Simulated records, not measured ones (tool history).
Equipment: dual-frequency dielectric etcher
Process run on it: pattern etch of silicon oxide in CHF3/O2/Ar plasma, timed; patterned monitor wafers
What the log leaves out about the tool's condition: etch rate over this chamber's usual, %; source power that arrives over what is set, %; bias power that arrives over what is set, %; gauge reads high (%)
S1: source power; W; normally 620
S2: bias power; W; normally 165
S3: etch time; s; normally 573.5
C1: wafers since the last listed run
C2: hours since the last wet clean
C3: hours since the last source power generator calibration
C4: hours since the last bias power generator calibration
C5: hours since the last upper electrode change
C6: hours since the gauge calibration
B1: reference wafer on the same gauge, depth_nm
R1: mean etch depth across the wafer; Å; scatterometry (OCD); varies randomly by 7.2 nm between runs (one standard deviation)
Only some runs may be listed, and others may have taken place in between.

run,day,S1,S2,S3,C1,C2,C3,C4,C5,C6,B1,R1
1,0,620,182,573.5,0,213.2,3530.3,1966.2,3572.3,887.9,928.2,10834
2,2.296,620,150,573.5,224,268.3,3585.4,2021.3,3627.4,943,929.1,10427
3,6.121,620,150,573.5,374,360.1,3677.2,2113.1,3719.2,1034.8,930.7,10597
# day 9.621: wet clean of the chamber
4,10.196,620,165,573.5,300,13.8,3775,2210.9,3817,1132.6,930.6,11009
5,14.542,620,165,573.5,425,118.1,3879.3,2315.2,3921.3,1236.9,931.2,11060
6,16.304,620,165,573.5,172,160.4,3921.6,2357.5,3963.6,1279.2,929.6,11103
7,18.062,620,136,573.5,172,202.6,3963.8,2399.7,4005.8,1321.4,928.8,10502
# day 20.267: wet clean of the chamber, repeated, since the last time left the tool worse
8,20.421,500,137,573.5,132,3.7,4020.4,2456.3,4062.4,1378,928.1,9539
# day 21.883: bias power generator calibrated
9,24.575,620,165,573.5,390,103.4,4120.1,64.6,4162.1,1477.7,930.9,10607
10,27.542,500,165,573.5,290,174.6,4191.3,135.8,4233.3,1548.9,926.5,10078
11,30.358,620,165,573.5,275,242.2,4258.9,203.4,4300.9,1616.5,930.2,10538
12,33.042,620,165,573.5,262,306.6,4323.3,267.8,4365.3,1680.9,929.4,10649
13,34.575,620,165,573.5,150,343.4,4360.1,304.6,4402.1,1717.7,928.8,10671
# day 35.983: gauge calibrated
# day 37.45: wet clean of the chamber
14,37.471,620,165,573.5,185,0.5,4429.6,374.1,4471.6,35.7,927.4,10403
# day 39.121: source power generator calibrated
15,39.754,620,165,573.5,207,55.3,15.2,428.9,4526.4,90.5,928,10396
16,41.933,620,131,711,213,107.6,67.5,481.2,4578.7,142.8,932.2,12177
17,45.825,570,186,454.5,380,201,160.9,574.6,4672.1,236.2,929.7,8504
18,48.9,620,165,573.5,300,274.8,234.7,648.4,4745.9,310,927.8,10507
# day 49.975: upper electrode replaced
19,51.342,620,141,740,141,333.4,293.3,707,32.8,368.6,932.3,13023
# day 53.171: wet clean of the chamber
20,53.65,530,165,573.5,128,11.5,348.7,762.4,88.2,424,931.1,10133
21,55.671,760,146,714,197,60,397.2,810.9,136.7,472.5,929.5,13208
22,59.517,620,180,704,376,152.3,489.5,903.2,229,564.8,931.2,13296
23,61.967,720,152,676.5,239,211.1,548.3,962,287.8,623.6,931.6,12491
24,65.196,620,143,573.5,315,288.6,625.8,1039.5,365.3,701.1,929.6,10296
25,67.567,620,165,573.5,231,345.5,682.7,1096.4,422.2,758,929.4,10650
# day 69.779: wet clean of the chamber
26,70.917,520,147,680.5,229,27.3,763.1,1176.8,502.6,838.4,930.1,11524
27,73.262,710,178,715,229,83.6,819.4,1233.1,558.9,894.7,932.2,13999
28,74.846,620,165,454.5,154,121.6,857.4,1271.1,596.9,932.7,930.6,8450

List, for all runs, the conditions of the tool that the log does not record:
source power that arrives over what is set, %: 0, the same for each run
bias power that arrives over what is set, %: 0, the same for each run
gauge reads high (%): 0, the same for each run
H1: etch rate over this chamber's usual, %
run,H1
1,1.64
2,1.98
3,2.53
4,5.44
5,6.07
6,6.33
7,6.58
8,0.236
9,0.837
10,1.27
11,1.67
12,2.06
13,2.28
14,-0.236
15,0.0941
16,0.409
17,0.972
18,1.42
19,1.77
20,0.217
21,0.509
22,1.07
23,1.42
24,1.89
25,2.23
26,0.292
27,0.632
28,0.861
